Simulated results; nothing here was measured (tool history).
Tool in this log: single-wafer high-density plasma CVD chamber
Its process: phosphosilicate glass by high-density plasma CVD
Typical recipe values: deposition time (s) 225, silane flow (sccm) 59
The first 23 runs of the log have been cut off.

run	day	deposition time (s)	silane flow (sccm)	wafers since the last listed run	hours since the silane flow controller was replaced	hours since the gauge calibration	read-back reference wafer on the same gauge, thickness_nm	mean film thickness on the monitor wafer (nm)
# day 71.667: gauge calibrated
24	73.888	194	51	497	3972.8	53.3	1369.682	946.645
25	76.788	244	59	408	4042.4	122.9	1369.236	1385.569
26	80.088	225	59	464	4121.6	202.1	1370.399	1275.280
27	83.842	196	53	528	4211.7	292.2	1369.501	1003.220
# day 92.088: silane flow controller replaced
28	95.558	225	59	1602	83.3	573.4	1370.329	1250.266
29	98.704	197	65	442	158.8	648.9	1370.130	1204.610
30	102.067	200	59	473	239.5	729.6	1370.254	1110.096
31	104.808	249	53	385	305.3	795.4	1371.323	1247.835
32	108.354	225	51	499	390.4	880.5	1369.659	1084.929
33	110.096	225	59	245	432.2	922.3	1369.885	1251.928
34	111.954	203	55	261	476.8	966.9	1369.276	1053.130
35	115.054	250	48	436	551.2	1041.3	1369.774	1136.209
36	117.108	225	59	289	600.5	1090.6	1370.039	1257.368
37	121.542	244	59	624	706.9	1197.0	1369.985	1366.152
38	124.704	225	59	445	782.8	1272.9	1370.398	1260.573
39	128.754	196	55	570	880.0	1370.1	1370.003	1018.000
40	132.458	193	54	521	968.9	1459.0	1370.688	987.208
41	136.333	225	59	545	1061.9	1552.0	1370.097	1259.881
42	138.792	225	59	346	1120.9	1611.0	1370.427	1256.461
43	141.925	267	67	441	1196.1	1686.2	1370.186	1696.176
44	143.883	268	47	275	1243.1	1733.2	1370.173	1194.095
45	147.775	203	67	547	1336.5	1826.6	1369.869	1291.149

Branching from run 45: 4 alternative next runs. What would each branch give?
# day 147.783: gauge calibrated
A	147.796	191	59	2	1337.0	0.3	?	?
# day 147.783: gauge calibrated
B	147.796	185	63	2	1337.0	0.3	?	?
# day 147.783: gauge calibrated
C	147.796	267	53	2	1337.0	0.3	?	?
# day 147.783: gauge calibrated
D	147.796	201	64	2	1337.0	0.3	?	?

run	read-back reference wafer on the same gauge, thickness_nm	mean film thickness on the monitor wafer (nm)
A	1369.643	1067.104
B	1369.643	1103.656
C	1369.643	1340.012
D	1369.643	1218.141
Without the tool's hidden state the same runs would have given:
run	mean film thickness on the monitor wafer (nm)
A	1056.653
B	1092.847
C	1326.888
D	1206.211
